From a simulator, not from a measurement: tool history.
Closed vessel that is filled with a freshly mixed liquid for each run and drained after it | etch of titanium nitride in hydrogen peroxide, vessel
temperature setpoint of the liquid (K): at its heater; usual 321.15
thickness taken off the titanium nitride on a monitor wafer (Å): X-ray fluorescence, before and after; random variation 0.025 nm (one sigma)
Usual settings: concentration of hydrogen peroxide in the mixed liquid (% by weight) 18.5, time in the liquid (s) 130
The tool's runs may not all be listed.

run,day,temperature setpoint of the liquid (K),concentration of hydrogen peroxide in the mixed liquid (% by weight),time in the liquid (s),wafers since the last listed run,hours since the thermometer was replaced,hours since the peroxide flow meter was replaced,hours since the drum of peroxide was connected,hours since the gauge calibration,"read-back film thickness of the titanium nitride reference wafer, read on the same gauge (nm)",thickness taken off the titanium nitride on a monitor wafer (Å)
1,0,321.15,18.5,130,0,786.6,543,639.6,665.3,79.99,61.4
2,2.317,321.15,18.5,130,6132,842.2,598.6,695.2,720.9,79.97,60.8
3,3.654,321.15,18.5,130,3540,874.3,630.7,727.3,753,79.98,61.3
4,5.296,321.15,18.5,130,4345,913.7,670.1,766.7,792.4,80.01,61.4
5,7.054,321.15,18.5,130,4654,955.9,712.3,808.9,834.6,80,61.6
# day 7.433: gauge calibrated
# day 8.179: peroxide flow meter replaced
6,9.671,321.15,18.5,130,6816,1018.7,35.8,871.7,53.7,79.98,61.4
7,12.475,321.15,18.5,85,7423,1086,103.1,939,121,80.02,40.2
8,14.329,321.15,18.5,85,4908,1130.5,147.6,983.5,165.5,80,40.4
9,15.346,321.15,18.5,130,2691,1154.9,172,1007.9,189.9,79.97,62.1
10,17.683,321.15,18.5,130,6187,1211,228.1,1064,246,79.95,61.9
11,20.038,321.15,18.5,130,6231,1267.5,284.6,1120.5,302.5,79.96,62.2
# day 21.083: new drum of peroxide connected
12,21.104,321.15,18.5,130,2713,1293.1,310.2,0.5,328.1,80.01,62.5
13,23.625,321.15,18.5,130,6673,1353.6,370.7,61,388.6,80.03,62.7
# day 25.479: thermometer replaced
14,26.175,314.15,17,160,6639,16.7,431.9,122.2,449.8,80,42.6
15,29.633,321.15,18.5,130,9154,99.7,514.9,205.2,532.8,79.98,59.9
16,32.325,321.15,18.5,130,7125,164.3,579.5,269.8,597.4,80.05,59.8
17,33.629,314.15,14.5,80,3452,195.6,610.8,301.1,628.7,79.99,20.6
18,38.762,328.15,21,170,13588,318.8,734,424.3,751.9,80,133.1
# day 39.162: gauge calibrated
# day 39.829: peroxide flow meter replaced
19,40.067,321.15,18.5,75,3342,350.1,5.7,455.6,21.7,79.99,34.8
20,42.875,321.15,21.5,190,7434,417.5,73.1,523,89.1,79.98,90.7
21,45.325,321.15,18.5,130,6485,476.3,131.9,581.8,147.9,80,60.4
22,46.396,321.15,18.5,190,2834,502,157.6,607.5,173.6,80.01,87.5
23,49.329,321.15,18.5,170,7765,572.4,228,677.9,244,79.96,79.5
24,56.3,314.15,17,160,18452,739.7,395.3,845.2,411.3,80.03,43.9

Measured less the same run without the tool's hidden state. The same run-to-run variation is in both; the gauge's scatter may not be:
The hidden state here: liquid hotter than its thermometer reads (K); peroxide flow above the setpoint (%); peroxide weaker than its label (%); gauge reads high (%).
run,thickness taken off the titanium nitride on a monitor wafer (Å)
1,+2.1
2,+2.2
3,+2.4
4,+2.4
5,+2.5
6,+2.7
7,+1.9
8,+2
9,+3
10,+3.1
11,+3.3
12,+3.4
13,+3.5
14,+0.2
15,+0.6
16,+0.7
17,+0.2
18,+2.3
19,+0.7
20,+2
21,+1.5
22,+2.2
23,+2.2
24,+1.6
